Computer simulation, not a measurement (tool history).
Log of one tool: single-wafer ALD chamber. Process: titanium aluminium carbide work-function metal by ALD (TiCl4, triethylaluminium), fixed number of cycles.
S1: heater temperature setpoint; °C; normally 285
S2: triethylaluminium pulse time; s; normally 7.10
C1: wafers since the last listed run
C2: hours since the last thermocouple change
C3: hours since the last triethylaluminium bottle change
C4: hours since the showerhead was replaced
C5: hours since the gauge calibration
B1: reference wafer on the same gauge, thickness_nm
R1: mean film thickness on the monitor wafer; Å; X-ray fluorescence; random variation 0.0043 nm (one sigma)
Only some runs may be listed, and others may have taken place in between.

Run 1, hour 0.0: usual settings but S1 293 °C; C1 0; C2 1218.6; C3 1149.6; C4 5688.5; C5 192.4; B1 1.700. Result: R1 15.80 Å.
At hour 4.7: gauge calibrated.
Run 2, hour 23.1: usual settings but S1 293 °C; C1 301; C2 1241.7; C3 1172.7; C4 5711.6; C5 18.4; B1 1.700. Result: R1 15.80 Å.
Run 3, hour 40.4: usual settings but S2 8.90 s; C1 225; C2 1259.0; C3 1190.0; C4 5728.9; C5 35.7; B1 1.701. Result: R1 16.28 Å.
Run 4, hour 47.6: usual settings but S2 8.90 s; C1 93; C2 1266.2; C3 1197.2; C4 5736.1; C5 42.9; B1 1.700. Result: R1 16.32 Å.
Run 5, hour 60.7: usual settings but S2 5.07 s; C1 170; C2 1279.3; C3 1210.3; C4 5749.2; C5 56.0; B1 1.701. Result: R1 13.47 Å.
Run 6, hour 75.7: usual settings but S2 5.07 s; C1 195; C2 1294.3; C3 1225.3; C4 5764.2; C5 71.0; B1 1.699. Result: R1 13.43 Å.
Run 7, hour 82.1: usual settings but S2 5.07 s; C1 83; C2 1300.7; C3 1231.7; C4 5770.6; C5 77.4; B1 1.700. Result: R1 13.47 Å.
At hour 91.5: thermocouple changed; heater temperature recalibrated.
Run 8, hour 99.1: usual settings but S2 6.42 s; C1 117; C2 7.6; C3 1248.7; C4 5787.6; C5 94.4; B1 1.700. Result: R1 14.71 Å.
At hour 108.2: showerhead replaced.
At hour 114.1: triethylaluminium bottle replaced.
Run 9, hour 114.6: usual settings but S2 6.42 s; C1 21; C2 23.1; C3 0.5; C4 6.4; C5 109.9; B1 1.701. Result: R1 16.60 Å.
Run 10, hour 125.8: usual settings but S1 297 °C, S2 8.46 s; C1 146; C2 34.3; C3 11.7; C4 17.6; C5 121.1; B1 1.699. Result: R1 18.34 Å.
Run 11, hour 132.3: usual settings but S1 295 °C, S2 5.64 s; C1 84; C2 40.8; C3 18.2; C4 24.1; C5 127.6; B1 1.700. Result: R1 16.71 Å.
Run 12, hour 147.5: usual settings but S1 273 °C, S2 5.97 s; C1 198; C2 56.0; C3 33.4; C4 39.3; C5 142.8; B1 1.701. Result: R1 15.54 Å.
At hour 171.7: gauge calibrated.
Run 13, hour 189.4: usual settings; C1 546; C2 97.9; C3 75.3; C4 81.2; C5 17.7; B1 1.700. Result: R1 16.87 Å.
Run 14, hour 197.7: usual settings but S1 278 °C; C1 108; C2 106.2; C3 83.6; C4 89.5; C5 26.0; B1 1.699. Result: R1 16.47 Å.
Run 15, hour 205.3: usual settings; C1 99; C2 113.8; C3 91.2; C4 97.1; C5 33.6; B1 1.701. Result: R1 16.92 Å.
Run 16, hour 212.3: usual settings but S2 5.07 s; C1 91; C2 120.8; C3 98.2; C4 104.1; C5 40.6; B1 1.698. Result: R1 15.52 Å.
Run 17, hour 227.8: usual settings but S1 280 °C; C1 202; C2 136.3; C3 113.7; C4 119.6; C5 56.1; B1 1.701. Result: R1 16.52 Å.
Run 18, hour 245.4: usual settings but S1 274 °C, S2 4.80 s; C1 229; C2 153.9; C3 131.3; C4 137.2; C5 73.7; B1 1.698. Result: R1 14.43 Å.

Forecast each of these 3 alternatives for the next run:
Run A, hour 245.8: usual settings but S2 5.29 s; C1 5; C2 154.3; C3 131.7; C4 137.6; C5 74.1; B1 ?. Result: R1 ?.
Run B, hour 245.8: usual settings but S2 9.22 s; C1 5; C2 154.3; C3 131.7; C4 137.6; C5 74.1; B1 ?. Result: R1 ?.
Run C, hour 245.8: usual settings but S1 279 °C, S2 9.66 s; C1 5; C2 154.3; C3 131.7; C4 137.6; C5 74.1; B1 ?. Result: R1 ?.

run     B1     R1
  A  1.702  15.72
  B  1.702  17.72
  C  1.702  17.39
The same runs, with their run-to-run variation unchanged, on a tool lacking any hidden condition would have given:
run     R1
  A  16.01
  B  17.88
  C  17.53

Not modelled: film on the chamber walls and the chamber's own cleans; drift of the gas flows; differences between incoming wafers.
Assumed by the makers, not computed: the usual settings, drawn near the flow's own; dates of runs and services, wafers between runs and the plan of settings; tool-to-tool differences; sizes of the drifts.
